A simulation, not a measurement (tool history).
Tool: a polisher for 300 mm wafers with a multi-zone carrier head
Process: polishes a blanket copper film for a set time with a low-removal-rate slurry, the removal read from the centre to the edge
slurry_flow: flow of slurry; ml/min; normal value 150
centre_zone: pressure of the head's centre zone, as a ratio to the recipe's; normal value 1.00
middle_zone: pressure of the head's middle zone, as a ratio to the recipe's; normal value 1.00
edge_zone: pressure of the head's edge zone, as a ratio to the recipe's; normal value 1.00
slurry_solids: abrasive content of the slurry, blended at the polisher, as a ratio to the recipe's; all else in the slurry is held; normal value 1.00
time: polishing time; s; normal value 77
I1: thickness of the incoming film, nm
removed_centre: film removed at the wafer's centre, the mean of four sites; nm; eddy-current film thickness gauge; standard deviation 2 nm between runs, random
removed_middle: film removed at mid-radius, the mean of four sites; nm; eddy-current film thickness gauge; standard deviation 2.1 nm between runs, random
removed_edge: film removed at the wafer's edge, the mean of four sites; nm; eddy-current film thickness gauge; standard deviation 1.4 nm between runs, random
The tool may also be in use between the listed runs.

run 1 day=0.000 | slurry_flow=150 centre_zone=1.00 middle_zone=1.00 edge_zone=1.00 slurry_solids=1.00 time=77 | I1=1242.5 | removed_centre=162.0 removed_middle=158.2 removed_edge=160.9
run 2 day=4.125 | slurry_flow=150 centre_zone=1.00 middle_zone=1.00 edge_zone=1.00 slurry_solids=1.00 time=77 | I1=1228.5 | removed_centre=160.0 removed_middle=159.1 removed_edge=160.9
run 3 day=8.375 | slurry_flow=150 centre_zone=1.00 middle_zone=1.00 edge_zone=1.00 slurry_solids=1.00 time=77 | I1=1232.6 | removed_centre=161.6 removed_middle=163.4 removed_edge=162.9
run 4 day=11.217 | slurry_flow=150 centre_zone=1.06 middle_zone=1.00 edge_zone=1.06 slurry_solids=1.00 time=77 | I1=1243.2 | removed_centre=173.9 removed_middle=159.3 removed_edge=168.4
run 5 day=13.121 | slurry_flow=150 centre_zone=1.04 middle_zone=1.00 edge_zone=1.00 slurry_solids=1.00 time=77 | I1=1228.2 | removed_centre=172.7 removed_middle=160.5 removed_edge=161.2
run 6 day=15.471 | slurry_flow=135 centre_zone=1.00 middle_zone=1.00 edge_zone=1.00 slurry_solids=1.00 time=77 | I1=1209.1 | removed_centre=158.5 removed_middle=154.3 removed_edge=157.7
run 7 day=28.612 | slurry_flow=150 centre_zone=1.00 middle_zone=1.00 edge_zone=1.00 slurry_solids=1.00 time=77 | I1=1223.5 | removed_centre=165.6 removed_middle=158.5 removed_edge=163.6
run 8 day=30.662 | slurry_flow=150 centre_zone=0.96 middle_zone=0.89 edge_zone=1.07 slurry_solids=1.00 time=77 | I1=1223.1 | removed_centre=158.7 removed_middle=141.7 removed_edge=167.5
run 9 day=32.592 | slurry_flow=150 centre_zone=1.00 middle_zone=1.03 edge_zone=1.00 slurry_solids=1.25 time=77 | I1=1238.7 | removed_centre=170.1 removed_middle=170.9 removed_edge=172.5
run 10 day=37.700 | slurry_flow=150 centre_zone=1.00 middle_zone=0.91 edge_zone=1.00 slurry_solids=0.70 time=77 | I1=1224.6 | removed_centre=152.4 removed_middle=136.8 removed_edge=152.9
run 11 day=41.067 | slurry_flow=135 centre_zone=1.00 middle_zone=1.00 edge_zone=0.90 slurry_solids=1.00 time=94 | I1=1220.1 | removed_centre=193.6 removed_middle=193.9 removed_edge=185.8
run 12 day=45.017 | slurry_flow=150 centre_zone=0.89 middle_zone=1.12 edge_zone=1.00 slurry_solids=1.00 time=77 | I1=1246.7 | removed_centre=148.8 removed_middle=172.9 removed_edge=161.9
run 13 day=48.929 | slurry_flow=150 centre_zone=1.00 middle_zone=1.00 edge_zone=1.00 slurry_solids=1.00 time=77 | I1=1231.1 | removed_centre=165.0 removed_middle=159.2 removed_edge=164.8
run 14 day=52.558 | slurry_flow=150 centre_zone=1.00 middle_zone=1.00 edge_zone=1.00 slurry_solids=1.00 time=77 | I1=1245.4 | removed_centre=165.4 removed_middle=156.6 removed_edge=164.8

Not shown: 11 entries that the log had between the listed runs. Between which runs, and how does the tool's hidden state differ before and after?
Runs 2 to 3: worn pad replaced by a new one (day 5.288)
  no hidden state differs between the two runs
Runs 5 to 6: slurry nozzle cleaned (day 14.471); worn pad replaced by a new one (day 14.608)
  no hidden state differs between the two runs
Runs 6 to 7: centre zone pressure recalibrated (day 22.133); worn pad replaced by a new one (day 26.321)
  no hidden state differs between the two runs
Runs 7 to 8: edge zone pressure recalibrated (day 30.271)
  no hidden state differs between the two runs
Runs 8 to 9: slurry nozzle cleaned (day 30.729)
  no hidden state differs between the two runs
Runs 9 to 10: worn pad replaced by a new one (day 37.675)
  no hidden state differs between the two runs
Runs 10 to 11: carrier head's membrane replaced by a new one (day 39.200)
  no hidden state differs between the two runs
Runs 12 to 13: worn pad replaced by a new one (day 47.212)
  no hidden state differs between the two runs
Runs 13 to 14: slurry nozzle cleaned (day 50.050)
  no hidden state differs between the two runs
